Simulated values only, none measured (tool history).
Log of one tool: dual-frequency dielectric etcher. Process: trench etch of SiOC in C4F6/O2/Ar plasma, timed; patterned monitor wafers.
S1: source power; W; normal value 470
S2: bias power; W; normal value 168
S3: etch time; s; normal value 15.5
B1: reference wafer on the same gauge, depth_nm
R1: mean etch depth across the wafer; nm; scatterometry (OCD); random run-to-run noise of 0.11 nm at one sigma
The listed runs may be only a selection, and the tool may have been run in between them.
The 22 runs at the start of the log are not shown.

run,day,S1,S2,S3,B1,R1
23,10.608,470,168,15.5,38.29,33.63
24,10.888,470,205,15.5,38.27,35.72
25,11.492,470,197,19,38.3,43.34
26,11.771,470,208,15.5,38.3,35.97
27,12.154,390,188,15.5,38.28,32.01
28,12.712,560,168,11.5,38.28,26.91
29,13.212,360,204,19,38.26,38.51
30,13.838,520,147,15.5,38.31,33.73

What if the next run were any one of these 4? Each begins from the tool's condition after run 30:
A,13.854,470,168,15.5,?,?
B,13.854,530,168,15.5,?,?
C,13.854,470,132,15.5,?,?
D,13.854,420,179,19.5,?,?

run,B1,R1
A,38.36,33.63
B,38.36,35.53
C,38.36,31.36
D,38.36,40.93
With no hidden state in the tool, these same runs would have given:
run,R1
A,33.63
B,35.53
C,31.36
D,40.93
